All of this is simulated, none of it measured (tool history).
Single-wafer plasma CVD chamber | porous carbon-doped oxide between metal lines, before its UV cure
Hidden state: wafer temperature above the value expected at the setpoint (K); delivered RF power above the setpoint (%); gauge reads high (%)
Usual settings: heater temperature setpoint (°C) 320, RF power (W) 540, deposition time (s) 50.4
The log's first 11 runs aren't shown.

run	day	heater temperature setpoint (°C)	RF power (W)	deposition time (s)	wafers since the last listed run	hours since the last thermocouple change	hours since the last RF generator calibration	hours since the showerhead was replaced	hours since the gauge calibration	read-back reference wafer on the same gauge, thickness_nm	mean film thickness on the monitor wafer (nm)
12	40.858	327	595	59.8	1500	397.5	730.2	335.9	2387.1	257.003	292.102
# day 44.683: gauge calibrated
# day 45.025: RF generator calibrated
# day 48.504: thermocouple changed; heater temperature recalibrated, repeated, since the last time left the tool worse
13	54.304	320	605	50.4	4452	139.2	222.7	658.6	230.9	257.086	266.801
14	55.917	309	435	45.3	561	177.9	261.4	697.3	269.6	257.050	205.698
15	59.138	333	430	45.0	1122	255.2	338.7	774.6	346.9	257.004	177.009
16	63.562	320	540	50.4	1541	361.4	444.9	880.8	453.1	256.902	247.787
17	67.200	320	540	44.7	1267	448.7	532.2	968.1	540.4	257.004	218.757
18	71.442	312	490	56.0	1477	550.5	634.0	1069.9	642.2	257.019	269.351
19	75.762	320	540	44.7	1505	654.2	737.7	1173.6	745.9	257.073	218.467
20	78.133	310	460	47.7	825	711.1	794.6	1230.5	802.8	256.913	223.335
21	79.971	320	565	50.4	640	755.2	838.7	1274.6	846.9	256.944	255.335
22	82.612	320	600	50.4	920	818.6	902.1	1338.0	910.3	257.014	263.774
# day 83.175: RF generator calibrated
23	84.738	324	540	40.4	624	869.6	37.5	1389.0	961.3	257.030	194.782
24	88.217	320	490	50.4	1212	953.1	121.0	1472.5	1044.8	256.957	232.112
25	92.600	315	470	50.4	1527	1058.3	226.2	1577.7	1150.0	257.011	232.457
26	96.575	334	540	40.7	1384	1153.7	321.6	1673.1	1245.4	256.983	185.357
27	98.800	320	540	50.4	775	1207.1	375.0	1726.5	1298.8	256.987	246.691
28	100.342	320	540	50.4	537	1244.1	412.0	1763.5	1335.8	257.048	246.054

Forecast run 29:
29	104.825	310	610	43.5	1561	1351.7	519.6	1871.1	1443.4	?	?

{"run 29": {"read-back reference wafer on the same gauge, thickness_nm": 256.963, "mean film thickness on the monitor wafer (nm)": 243.395}}
Without the tool's hidden state the same run would have given mean film thickness on the monitor wafer (nm) 245.211.

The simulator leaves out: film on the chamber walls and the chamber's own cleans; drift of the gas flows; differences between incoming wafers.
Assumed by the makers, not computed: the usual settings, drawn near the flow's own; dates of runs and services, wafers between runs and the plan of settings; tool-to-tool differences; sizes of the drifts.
